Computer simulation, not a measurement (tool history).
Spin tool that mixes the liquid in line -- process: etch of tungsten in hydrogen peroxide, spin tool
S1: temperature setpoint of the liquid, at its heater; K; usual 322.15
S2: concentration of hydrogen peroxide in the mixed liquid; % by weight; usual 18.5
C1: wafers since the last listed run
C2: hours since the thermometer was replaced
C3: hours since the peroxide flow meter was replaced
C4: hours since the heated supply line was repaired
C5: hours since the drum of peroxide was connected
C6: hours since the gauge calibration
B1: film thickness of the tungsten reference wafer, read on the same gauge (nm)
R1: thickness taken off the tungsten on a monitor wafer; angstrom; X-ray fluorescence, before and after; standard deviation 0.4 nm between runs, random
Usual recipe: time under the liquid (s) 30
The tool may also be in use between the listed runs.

run 1 hour=0.0 | S1=319.65 S2=14.5 time_under_the_liquid_(s)=30 | C1=0 C2=896.9 C3=627.5 C4=3501.5 C5=198.1 C6=73.2 | B1=110.00 | R1=373.8
run 2 hour=28.1 | S1=319.65 S2=14.5 time_under_the_liquid_(s)=30 | C1=438 C2=925.0 C3=655.6 C4=3529.6 C5=226.2 C6=101.3 | B1=110.00 | R1=379.7
run 3 hour=47.4 | S1=319.65 S2=14.5 time_under_the_liquid_(s)=30 | C1=300 C2=944.3 C3=674.9 C4=3548.9 C5=245.5 C6=120.6 | B1=109.99 | R1=372.5
run 4 hour=68.7 | S1=328.15 S2=16.0 time_under_the_liquid_(s)=30 | C1=332 C2=965.6 C3=696.2 C4=3570.2 C5=266.8 C6=141.9 | B1=110.02 | R1=658.4
run 5 hour=92.4 | S1=328.15 S2=16.0 time_under_the_liquid_(s)=30 | C1=369 C2=989.3 C3=719.9 C4=3593.9 C5=290.5 C6=165.6 | B1=109.99 | R1=658.7
run 6 hour=126.8 | S1=325.65 S2=18.5 time_under_the_liquid_(s)=30 | C1=536 C2=1023.7 C3=754.3 C4=3628.3 C5=324.9 C6=200.0 | B1=109.97 | R1=623.4
run 7 hour=139.0 | S1=325.65 S2=18.5 time_under_the_liquid_(s)=30 | C1=190 C2=1035.9 C3=766.5 C4=3640.5 C5=337.1 C6=212.2 | B1=110.06 | R1=614.0
run 8 hour=162.0 | S1=319.65 S2=20.0 time_under_the_liquid_(s)=30 | C1=358 C2=1058.9 C3=789.5 C4=3663.5 C5=360.1 C6=235.2 | B1=110.00 | R1=440.7
run 9 hour=177.0 | S1=322.15 S2=18.5 time_under_the_liquid_(s)=30 | C1=233 C2=1073.9 C3=804.5 C4=3678.5 C5=375.1 C6=250.2 | B1=110.03 | R1=491.6
run 10 hour=200.6 | S1=322.15 S2=18.5 time_under_the_liquid_(s)=15 | C1=367 C2=1097.5 C3=828.1 C4=3702.1 C5=398.7 C6=273.8 | B1=109.99 | R1=247.7
run 11 hour=234.7 | S1=322.15 S2=18.5 time_under_the_liquid_(s)=15 | C1=531 C2=1131.6 C3=862.2 C4=3736.2 C5=432.8 C6=307.9 | B1=110.02 | R1=246.8
run 12 hour=264.7 | S1=322.15 S2=18.5 time_under_the_liquid_(s)=30 | C1=467 C2=1161.6 C3=892.2 C4=3766.2 C5=462.8 C6=337.9 | B1=110.07 | R1=494.9
run 13 hour=280.3 | S1=317.65 S2=18.5 time_under_the_liquid_(s)=30 | C1=243 C2=1177.2 C3=907.8 C4=3781.8 C5=478.4 C6=353.5 | B1=110.03 | R1=375.4
run 14 hour=314.3 | S1=314.65 S2=13.0 time_under_the_liquid_(s)=20 | C1=530 C2=1211.2 C3=941.8 C4=3815.8 C5=512.4 C6=387.5 | B1=110.03 | R1=172.8
-- hour=326.2 peroxide flow meter replaced
run 15 hour=332.3 | S1=327.65 S2=23.0 time_under_the_liquid_(s)=50 | C1=265 C2=1229.2 C3=6.1 C4=3833.8 C5=530.4 C6=405.5 | B1=110.02 | R1=1301.6
run 16 hour=366.5 | S1=322.15 S2=18.5 time_under_the_liquid_(s)=50 | C1=533 C2=1263.4 C3=40.3 C4=3868.0 C5=564.6 C6=439.7 | B1=109.99 | R1=826.1
run 17 hour=386.6 | S1=322.15 S2=14.0 time_under_the_liquid_(s)=20 | C1=313 C2=1283.5 C3=60.4 C4=3888.1 C5=584.7 C6=459.8 | B1=109.98 | R1=288.3
run 18 hour=401.9 | S1=317.15 S2=18.5 time_under_the_liquid_(s)=30 | C1=238 C2=1298.8 C3=75.7 C4=3903.4 C5=600.0 C6=475.1 | B1=109.99 | R1=359.0
run 19 hour=422.9 | S1=314.65 S2=16.0 time_under_the_liquid_(s)=30 | C1=327 C2=1319.8 C3=96.7 C4=3924.4 C5=621.0 C6=496.1 | B1=110.02 | R1=282.2
-- hour=428.2 new drum of peroxide connected
-- hour=444.8 gauge calibrated
run 20 hour=457.2 | S1=322.15 S2=18.5 time_under_the_liquid_(s)=30 | C1=519 C2=1354.1 C3=131.0 C4=3958.7 C5=29.0 C6=12.4 | B1=109.97 | R1=492.6
-- hour=469.4 heated supply line repaired
-- hour=473.3 thermometer replaced
run 21 hour=473.9 | S1=322.15 S2=18.5 time_under_the_liquid_(s)=30 | C1=229 C2=0.6 C3=147.7 C4=4.5 C5=45.7 C6=29.1 | B1=109.98 | R1=492.3
run 22 hour=499.4 | S1=316.65 S2=23.0 time_under_the_liquid_(s)=15 | C1=397 C2=26.1 C3=173.2 C4=30.0 C5=71.2 C6=54.6 | B1=110.00 | R1=192.5
run 23 hour=512.6 | S1=313.65 S2=15.5 time_under_the_liquid_(s)=30 | C1=205 C2=39.3 C3=186.4 C4=43.2 C5=84.4 C6=67.8 | B1=109.94 | R1=266.7

What does the tool deliver on the next run?
run 24 hour=536.5 | S1=322.15 S2=18.5 time_under_the_liquid_(s)=30 | C1=372 C2=63.2 C3=210.3 C4=67.1 C5=108.3 C6=91.7 | B1=? | R1=?

{"run 24": {"B1": 110.01, "R1": 498.9}}
Take away the tool's hidden state, keep the run-to-run variation as it was, and the same run would have given R1 498.9 angstrom.
